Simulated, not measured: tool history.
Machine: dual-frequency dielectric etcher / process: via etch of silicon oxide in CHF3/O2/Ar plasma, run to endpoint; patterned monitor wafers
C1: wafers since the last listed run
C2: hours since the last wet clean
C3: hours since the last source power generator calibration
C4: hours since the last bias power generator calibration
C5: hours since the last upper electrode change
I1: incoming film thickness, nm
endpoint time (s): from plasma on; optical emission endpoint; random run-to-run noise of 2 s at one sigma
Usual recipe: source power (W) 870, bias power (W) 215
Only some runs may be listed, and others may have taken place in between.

Run 1, day 0.000: usual settings but source power (W) 780, bias power (W) 186; C1 0; C2 332.0; C3 1467.6; C4 4155.3; C5 4168.7; I1 711.7. Result: endpoint time (s) 347.5.
Run 2, day 0.596: usual settings but source power (W) 780, bias power (W) 186; C1 60; C2 346.3; C3 1481.9; C4 4169.6; C5 4183.0; I1 715.0. Result: endpoint time (s) 345.1.
Run 3, day 1.142: usual settings but source power (W) 780, bias power (W) 186; C1 55; C2 359.4; C3 1495.0; C4 4182.7; C5 4196.1; I1 711.6. Result: endpoint time (s) 342.0.
Run 4, day 1.392: usual settings but bias power (W) 173; C1 25; C2 365.4; C3 1501.0; C4 4188.7; C5 4202.1; I1 709.7. Result: endpoint time (s) 344.0.
Run 5, day 2.071: usual settings but source power (W) 760; C1 68; C2 381.7; C3 1517.3; C4 4205.0; C5 4218.4; I1 708.4. Result: endpoint time (s) 332.9.
Run 6, day 2.596: usual settings but source power (W) 760; C1 53; C2 394.3; C3 1529.9; C4 4217.6; C5 4231.0; I1 703.0. Result: endpoint time (s) 333.0.
Run 7, day 3.250: usual settings but source power (W) 760; C1 66; C2 410.0; C3 1545.6; C4 4233.3; C5 4246.7; I1 715.4. Result: endpoint time (s) 341.3.
Run 8, day 4.000: usual settings; C1 75; C2 428.0; C3 1563.6; C4 4251.3; C5 4264.7; I1 716.7. Result: endpoint time (s) 328.9.
Run 9, day 4.562: usual settings; C1 56; C2 441.5; C3 1577.1; C4 4264.8; C5 4278.2; I1 715.0. Result: endpoint time (s) 325.1.
At day 6.417: bias power generator calibrated.
Run 10, day 6.438: usual settings but source power (W) 920; C1 172; C2 486.5; C3 1622.1; C4 0.5; C5 4323.2; I1 717.2. Result: endpoint time (s) 327.9.
At day 7.800: wet clean of the chamber.
Run 11, day 7.821: usual settings but source power (W) 920; C1 38; C2 0.5; C3 1655.3; C4 33.7; C5 4356.4; I1 717.6. Result: endpoint time (s) 304.3.
Run 12, day 7.838: usual settings but source power (W) 920; C1 1; C2 0.9; C3 1655.7; C4 34.1; C5 4356.8; I1 714.2. Result: endpoint time (s) 300.9.
Run 13, day 7.854: usual settings but source power (W) 1020, bias power (W) 172; C1 1; C2 1.3; C3 1656.1; C4 34.5; C5 4357.2; I1 712.5. Result: endpoint time (s) 310.4.
Run 14, day 8.325: usual settings but source power (W) 1020, bias power (W) 261; C1 47; C2 12.6; C3 1667.4; C4 45.8; C5 4368.5; I1 720.0. Result: endpoint time (s) 281.4.
At day 8.792: source power generator calibrated.
At day 9.546: upper electrode replaced, of another model than before.
Run 15, day 9.567: usual settings but source power (W) 930, bias power (W) 198; C1 32; C2 42.4; C3 18.6; C4 75.6; C5 0.5; I1 711.9. Result: endpoint time (s) 308.7.
Run 16, day 9.583: usual settings but source power (W) 970, bias power (W) 181; C1 1; C2 42.8; C3 19.0; C4 76.0; C5 0.9; I1 714.5. Result: endpoint time (s) 314.7.
Run 17, day 9.604: usual settings but source power (W) 920; C1 2; C2 43.3; C3 19.5; C4 76.5; C5 1.4; I1 712.4. Result: endpoint time (s) 301.4.
Run 18, day 9.912: usual settings but source power (W) 1010, bias power (W) 265; C1 31; C2 50.7; C3 26.9; C4 83.9; C5 8.8; I1 717.5. Result: endpoint time (s) 268.6.
Run 19, day 10.275: usual settings but source power (W) 1040, bias power (W) 237; C1 36; C2 59.4; C3 35.6; C4 92.6; C5 17.5; I1 714.2. Result: endpoint time (s) 273.5.
Run 20, day 11.750: usual settings but source power (W) 940, bias power (W) 254; C1 149; C2 94.8; C3 71.0; C4 128.0; C5 52.9; I1 709.7. Result: endpoint time (s) 278.5.
Run 21, day 12.408: usual settings but source power (W) 990, bias power (W) 249; C1 66; C2 110.6; C3 86.8; C4 143.8; C5 68.7; I1 716.3. Result: endpoint time (s) 273.8.
Run 22, day 12.667: usual settings but source power (W) 660, bias power (W) 178; C1 26; C2 116.8; C3 93.0; C4 150.0; C5 74.9; I1 712.9. Result: endpoint time (s) 383.3.
Run 23, day 13.154: usual settings but source power (W) 1020, bias power (W) 261; C1 49; C2 128.5; C3 104.7; C4 161.7; C5 86.6; I1 716.0. Result: endpoint time (s) 272.4.

Run 24 has not been measured yet. What should we expect?
Run 24, day 13.533: usual settings but bias power (W) 200; C1 38; C2 137.6; C3 113.8; C4 170.8; C5 95.7; I1 713.4. Result: endpoint time (s) ?.

endpoint time (s): 327.3
With no hidden state in the tool, this same run would have given endpoint time (s) 324.0.
